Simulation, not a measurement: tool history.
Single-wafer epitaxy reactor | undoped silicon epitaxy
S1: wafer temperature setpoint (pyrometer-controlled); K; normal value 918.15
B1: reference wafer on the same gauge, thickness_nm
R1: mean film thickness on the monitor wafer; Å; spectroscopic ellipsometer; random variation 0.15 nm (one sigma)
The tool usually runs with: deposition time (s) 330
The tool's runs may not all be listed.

{"run": 1, "hour": 0.0, "S1": 918.15, "deposition time (s)": 330, "B1": 41.585, "R1": 475.27}
{"run": 2, "hour": 75.1, "S1": 918.15, "deposition time (s)": 330, "B1": 41.636, "R1": 472.96}
{"run": 3, "hour": 131.5, "S1": 918.15, "deposition time (s)": 330, "B1": 41.579, "R1": 474.38}
{"run": 4, "hour": 224.1, "S1": 918.15, "deposition time (s)": 330, "B1": 41.633, "R1": 476.75}
{"run": 5, "hour": 312.6, "S1": 918.15, "deposition time (s)": 366, "B1": 41.596, "R1": 529.3}
{"run": 6, "hour": 382.3, "S1": 918.15, "deposition time (s)": 366, "B1": 41.62, "R1": 526.69}
{"run": 7, "hour": 438.6, "S1": 918.15, "deposition time (s)": 366, "B1": 41.571, "R1": 529.05}
{"run": 8, "hour": 543.0, "S1": 918.15, "deposition time (s)": 330, "B1": 41.599, "R1": 479.45}
{"run": 9, "hour": 634.3, "S1": 918.15, "deposition time (s)": 330, "B1": 41.587, "R1": 477.21}
{"run": 10, "hour": 712.8, "S1": 918.15, "deposition time (s)": 330, "B1": 41.581, "R1": 477.15}
{"run": 11, "hour": 813.0, "S1": 918.15, "deposition time (s)": 296, "B1": 41.608, "R1": 426.27}
{"run": 12, "hour": 870.6, "S1": 918.15, "deposition time (s)": 282, "B1": 41.6, "R1": 408.49}
{"run": 13, "hour": 963.6, "S1": 918.15, "deposition time (s)": 282, "B1": 41.576, "R1": 408.01}
{"run": 14, "hour": 1061.6, "S1": 918.15, "deposition time (s)": 282, "B1": 41.588, "R1": 407.75}
{"run": 15, "hour": 1121.4, "S1": 906.15, "deposition time (s)": 330, "B1": 41.633, "R1": 356.58}
{"run": 16, "hour": 1212.7, "S1": 918.15, "deposition time (s)": 281, "B1": 41.582, "R1": 404.69}
{"run": 17, "hour": 1266.0, "S1": 918.15, "deposition time (s)": 281, "B1": 41.591, "R1": 408.51}
{"run": 18, "hour": 1317.0, "S1": 928.15, "deposition time (s)": 330, "B1": 41.625, "R1": 604.78}
{"hour": 1369.2, "done": "gauge calibrated"}
{"run": 19, "hour": 1413.0, "S1": 918.15, "deposition time (s)": 362, "B1": 41.577, "R1": 524.84}
{"run": 20, "hour": 1484.6, "S1": 918.15, "deposition time (s)": 362, "B1": 41.589, "R1": 525.61}
{"run": 21, "hour": 1579.6, "S1": 908.15, "deposition time (s)": 330, "B1": 41.631, "R1": 374.14}
{"hour": 1662.5, "done": "pyrometer calibrated"}
{"run": 22, "hour": 1663.0, "S1": 912.15, "deposition time (s)": 330, "B1": 41.592, "R1": 417.07}
{"run": 23, "hour": 1900.8, "S1": 925.15, "deposition time (s)": 305, "B1": 41.577, "R1": 528.48}

Run 24 has not been measured yet. What should we expect?
{"run": 24, "hour": 1944.5, "S1": 918.15, "deposition time (s)": 330, "B1": "?", "R1": "?"}

Run 24 measured B1 41.595, R1 485.74 Å.
With no hidden state in the tool, this same run would have given R1 471.40 Å.
